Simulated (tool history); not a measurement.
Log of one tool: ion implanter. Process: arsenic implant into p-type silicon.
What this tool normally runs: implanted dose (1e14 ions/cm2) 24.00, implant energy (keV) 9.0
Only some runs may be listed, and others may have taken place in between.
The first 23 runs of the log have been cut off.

run,hour,implanted dose (1e14 ions/cm2),implant energy (keV),wafers since the last listed run,hours since the last dose calibration,hours since the extraction supply was calibrated,hours since the gauge calibration,"read-back reference wafer on the same gauge, sheet resistance",sheet resistance of the implanted and annealed layer (ohm/square)
24,2136.3,18.07,6.5,8021,1417.4,297.6,326.3,125.90,166.25
25,2238.1,24.00,9.0,2946,1519.2,399.4,428.1,125.94,147.06
26,2283.0,20.95,6.5,1299,1564.1,444.3,473.0,126.04,162.08
27,2346.1,17.00,9.0,1826,1627.2,507.4,536.1,125.99,154.39
28,2409.2,27.60,8.0,1826,1690.3,570.5,599.2,126.00,149.18
29,2446.2,24.00,9.0,1071,1727.3,607.5,636.2,126.03,148.38
30,2501.0,24.00,9.0,1586,1782.1,662.3,691.0,126.03,147.51
31,2591.0,24.00,9.0,2605,1872.1,752.3,781.0,125.97,148.58
32,2639.3,24.00,9.0,1398,1920.4,800.6,829.3,126.09,148.28
# hour 2647.9: Faraday cup replaced and dose calibrated
33,2743.8,26.37,6.0,2793,95.9,905.1,933.8,125.93,158.62
34,2822.7,24.00,12.0,2284,174.8,984.0,1012.7,126.05,135.81
35,2891.5,17.45,10.5,1991,243.6,1052.8,1081.5,125.97,147.13
36,2968.4,24.00,9.0,2226,320.5,1129.7,1158.4,126.04,147.40
37,3062.7,28.69,10.5,2729,414.8,1224.0,1252.7,126.03,139.99
38,3158.4,24.00,7.5,2770,510.5,1319.7,1348.4,126.01,153.13

Alternative continuations, all from the tool just after run 38; predict every row:
A,3158.8,24.00,9.0,11,510.9,1320.1,1348.8,?,?
B,3158.8,19.91,6.5,11,510.9,1320.1,1348.8,?,?
C,3158.8,26.09,9.0,11,510.9,1320.1,1348.8,?,?

run,"read-back reference wafer on the same gauge, sheet resistance",sheet resistance of the implanted and annealed layer (ohm/square)
A,125.94,149.03
B,125.94,165.20
C,125.94,147.44
With no hidden state in the tool, these same runs would have given:
run,sheet resistance of the implanted and annealed layer (ohm/square)
A,149.03
B,165.20
C,147.44
